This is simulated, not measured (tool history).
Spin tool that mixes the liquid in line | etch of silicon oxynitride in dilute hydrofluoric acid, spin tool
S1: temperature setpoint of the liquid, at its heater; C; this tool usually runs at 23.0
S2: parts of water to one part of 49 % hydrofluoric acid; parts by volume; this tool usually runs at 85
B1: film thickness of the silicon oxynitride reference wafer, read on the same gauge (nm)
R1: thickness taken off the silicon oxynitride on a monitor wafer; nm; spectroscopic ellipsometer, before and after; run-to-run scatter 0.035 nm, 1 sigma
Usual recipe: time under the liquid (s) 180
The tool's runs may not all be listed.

Run 1, day 0.000: usual settings but time under the liquid (s) 260; B1 60.004. Result: R1 4.550 nm.
Run 2, day 1.275: usual settings but time under the liquid (s) 260; B1 60.024. Result: R1 4.440 nm.
Run 3, day 1.754: usual settings; B1 60.056. Result: R1 3.065 nm.
Run 4, day 2.375: usual settings; B1 59.977. Result: R1 3.051 nm.
Run 5, day 2.762: usual settings; B1 59.994. Result: R1 3.060 nm.
Run 6, day 3.342: usual settings; B1 59.989. Result: R1 3.083 nm.
Run 7, day 3.962: usual settings; B1 59.949. Result: R1 3.038 nm.
Run 8, day 4.242: usual settings; B1 59.970. Result: R1 3.073 nm.
Run 9, day 4.608: usual settings but S2 60 parts by volume; B1 59.993. Result: R1 4.474 nm.
Run 10, day 5.000: usual settings but time under the liquid (s) 240; B1 59.958. Result: R1 4.008 nm.
At day 5.646: hydrofluoric acid flow meter replaced.
Run 11, day 5.717: usual settings but time under the liquid (s) 240; B1 59.996. Result: R1 4.611 nm.
Run 12, day 6.362: usual settings; B1 59.988. Result: R1 3.533 nm.
Run 13, day 8.554: usual settings; B1 60.028. Result: R1 3.452 nm.
Run 14, day 8.925: usual settings; B1 60.001. Result: R1 3.446 nm.
Run 15, day 9.500: usual settings; B1 60.030. Result: R1 3.357 nm.
At day 9.892: gauge calibrated.
Run 16, day 10.112: usual settings; B1 60.003. Result: R1 3.368 nm.
Run 17, day 10.617: usual settings; B1 60.032. Result: R1 3.399 nm.
Run 18, day 11.362: usual settings but S1 26.0 C; B1 59.972. Result: R1 3.915 nm.
Run 19, day 11.958: usual settings; B1 59.994. Result: R1 3.394 nm.
Run 20, day 12.375: usual settings; B1 60.020. Result: R1 3.346 nm.
Run 21, day 12.800: usual settings; B1 60.016. Result: R1 3.386 nm.
Run 22, day 13.546: usual settings but S1 20.0 C, S2 95 parts by volume, time under the liquid (s) 150; B1 59.986. Result: R1 2.180 nm.
Run 23, day 13.817: usual settings; B1 60.042. Result: R1 3.382 nm.
At day 14.442: thermometer replaced.
Run 24, day 14.462: usual settings but S1 26.5 C, S2 75 parts by volume; B1 59.973. Result: R1 4.468 nm.
Run 25, day 14.933: usual settings but S1 21.5 C; B1 59.983. Result: R1 3.075 nm.
Run 26, day 15.375: usual settings; B1 59.997. Result: R1 3.322 nm.
Run 27, day 15.954: usual settings; B1 59.999. Result: R1 3.337 nm.
Run 28, day 16.442: usual settings; B1 59.997. Result: R1 3.304 nm.
Run 29, day 17.071: usual settings but time under the liquid (s) 215; B1 60.012. Result: R1 4.000 nm.
Run 30, day 17.454: usual settings but S1 26.5 C, S2 70 parts by volume, time under the liquid (s) 95; B1 59.982. Result: R1 2.571 nm.
Run 31, day 17.750: usual settings but S1 25.0 C, S2 75 parts by volume; B1 60.042. Result: R1 4.150 nm.
Run 32, day 18.075: usual settings but S1 21.5 C, S2 105 parts by volume, time under the liquid (s) 105; B1 59.961. Result: R1 1.430 nm.
Run 33, day 18.742: usual settings but S2 105 parts by volume; B1 60.062. Result: R1 2.618 nm.
Run 34, day 19.329: usual settings but S1 26.5 C; B1 59.983. Result: R1 3.873 nm.

Branching from run 34: 3 alternative next runs. What would each branch give?
Run A, day 19.350: usual settings but S1 18.0 C; B1 ?. Result: R1 ?.
Run B, day 19.350: usual settings but S1 20.5 C, S2 120 parts by volume, time under the liquid (s) 250; B1 ?. Result: R1 ?.
Run C, day 19.350: usual settings but S1 24.5 C, S2 110 parts by volume, time under the liquid (s) 290; B1 ?. Result: R1 ?.

run      B1     R1
  A  60.030  2.550
  B  60.030  2.763
  C  60.030  4.258
Stripped of hidden state, with their random variation kept, the same runs would have yielded:
run     R1
  A  2.736
  B  2.970
  C  4.579
